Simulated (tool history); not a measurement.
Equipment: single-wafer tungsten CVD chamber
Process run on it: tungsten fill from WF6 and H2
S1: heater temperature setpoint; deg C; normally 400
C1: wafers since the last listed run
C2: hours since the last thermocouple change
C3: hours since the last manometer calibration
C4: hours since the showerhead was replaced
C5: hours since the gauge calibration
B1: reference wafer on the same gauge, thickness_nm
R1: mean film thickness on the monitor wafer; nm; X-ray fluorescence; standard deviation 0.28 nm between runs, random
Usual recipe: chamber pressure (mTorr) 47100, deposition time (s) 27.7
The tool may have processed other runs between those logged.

{"run": 1, "day": 0.0, "S1": 400, "chamber pressure (mTorr)": 40900, "deposition time (s)": 24.9, "C1": 0, "C2": 1317.6, "C3": 2284.7, "C4": 6570.5, "C5": 162.5, "B1": 77.911, "R1": 85.794}
{"run": 2, "day": 2.704, "S1": 400, "chamber pressure (mTorr)": 47100, "deposition time (s)": 27.7, "C1": 1896, "C2": 1382.5, "C3": 2349.6, "C4": 6635.4, "C5": 227.4, "B1": 77.926, "R1": 100.685}
{"run": 3, "day": 5.642, "S1": 400, "chamber pressure (mTorr)": 47100, "deposition time (s)": 27.7, "C1": 2060, "C2": 1453.0, "C3": 2420.1, "C4": 6705.9, "C5": 297.9, "B1": 77.882, "R1": 100.513}
{"run": 4, "day": 8.233, "S1": 400, "chamber pressure (mTorr)": 47100, "deposition time (s)": 27.7, "C1": 1817, "C2": 1515.2, "C3": 2482.3, "C4": 6768.1, "C5": 360.1, "B1": 77.899, "R1": 100.759}
{"run": 5, "day": 10.454, "S1": 400, "chamber pressure (mTorr)": 47100, "deposition time (s)": 26.0, "C1": 1557, "C2": 1568.5, "C3": 2535.6, "C4": 6821.4, "C5": 413.4, "B1": 77.879, "R1": 94.796}
{"run": 6, "day": 12.796, "S1": 400, "chamber pressure (mTorr)": 47100, "deposition time (s)": 26.0, "C1": 1642, "C2": 1624.7, "C3": 2591.8, "C4": 6877.6, "C5": 469.6, "B1": 77.852, "R1": 94.535}
{"run": 7, "day": 17.85, "S1": 400, "chamber pressure (mTorr)": 47100, "deposition time (s)": 27.7, "C1": 3545, "C2": 1746.0, "C3": 2713.1, "C4": 6998.9, "C5": 590.9, "B1": 77.911, "R1": 100.372}
{"day": 19.221, "done": "capacitance manometer re-zeroed and calibrated"}
{"run": 8, "day": 20.05, "S1": 400, "chamber pressure (mTorr)": 47100, "deposition time (s)": 27.7, "C1": 1309, "C2": 1798.8, "C3": 19.9, "C4": 7051.7, "C5": 643.7, "B1": 77.879, "R1": 98.435}
{"run": 9, "day": 22.229, "S1": 400, "chamber pressure (mTorr)": 47100, "deposition time (s)": 27.7, "C1": 1528, "C2": 1851.1, "C3": 72.2, "C4": 7104.0, "C5": 696.0, "B1": 77.892, "R1": 98.51}
{"run": 10, "day": 23.496, "S1": 396, "chamber pressure (mTorr)": 47100, "deposition time (s)": 27.7, "C1": 888, "C2": 1881.5, "C3": 102.6, "C4": 7134.4, "C5": 726.4, "B1": 77.892, "R1": 92.779}
{"run": 11, "day": 24.817, "S1": 396, "chamber pressure (mTorr)": 47100, "deposition time (s)": 27.7, "C1": 926, "C2": 1913.2, "C3": 134.3, "C4": 7166.1, "C5": 758.1, "B1": 77.861, "R1": 93.047}
{"day": 27.046, "done": "showerhead replaced"}
{"run": 12, "day": 28.425, "S1": 407, "chamber pressure (mTorr)": 57900, "deposition time (s)": 25.1, "C1": 2297, "C2": 1999.8, "C3": 220.9, "C4": 33.1, "C5": 844.7, "B1": 77.883, "R1": 108.116}
{"run": 13, "day": 31.308, "S1": 400, "chamber pressure (mTorr)": 36800, "deposition time (s)": 22.9, "C1": 2022, "C2": 2069.0, "C3": 290.1, "C4": 102.3, "C5": 913.9, "B1": 77.904, "R1": 76.305}
{"run": 14, "day": 32.85, "S1": 400, "chamber pressure (mTorr)": 40400, "deposition time (s)": 33.0, "C1": 1081, "C2": 2106.0, "C3": 327.1, "C4": 139.3, "C5": 950.9, "B1": 77.939, "R1": 112.69}
{"day": 35.633, "done": "thermocouple changed; heater temperature recalibrated"}
{"run": 15, "day": 35.7, "S1": 392, "chamber pressure (mTorr)": 47100, "deposition time (s)": 27.7, "C1": 1765, "C2": 1.6, "C3": 395.5, "C4": 207.7, "C5": 1019.3, "B1": 77.946, "R1": 84.887}
{"day": 35.8, "done": "gauge calibrated"}
{"run": 16, "day": 38.408, "S1": 400, "chamber pressure (mTorr)": 47100, "deposition time (s)": 27.7, "C1": 1899, "C2": 66.6, "C3": 460.5, "C4": 272.7, "C5": 62.6, "B1": 77.946, "R1": 97.584}
{"run": 17, "day": 46.775, "S1": 400, "chamber pressure (mTorr)": 47100, "deposition time (s)": 29.7, "C1": 5868, "C2": 267.4, "C3": 661.3, "C4": 473.5, "C5": 263.4, "B1": 77.896, "R1": 105.267}

For run 18, what comes out?
{"run": 18, "day": 48.438, "S1": 392, "chamber pressure (mTorr)": 38800, "deposition time (s)": 33.0, "C1": 1166, "C2": 307.3, "C3": 701.2, "C4": 513.4, "C5": 303.3, "B1": "?", "R1": "?"}

Logged for run 18: B1 77.883, R1 96.063 nm.
Had the tool carried no hidden state, the very same run would have given R1 92.745 nm.
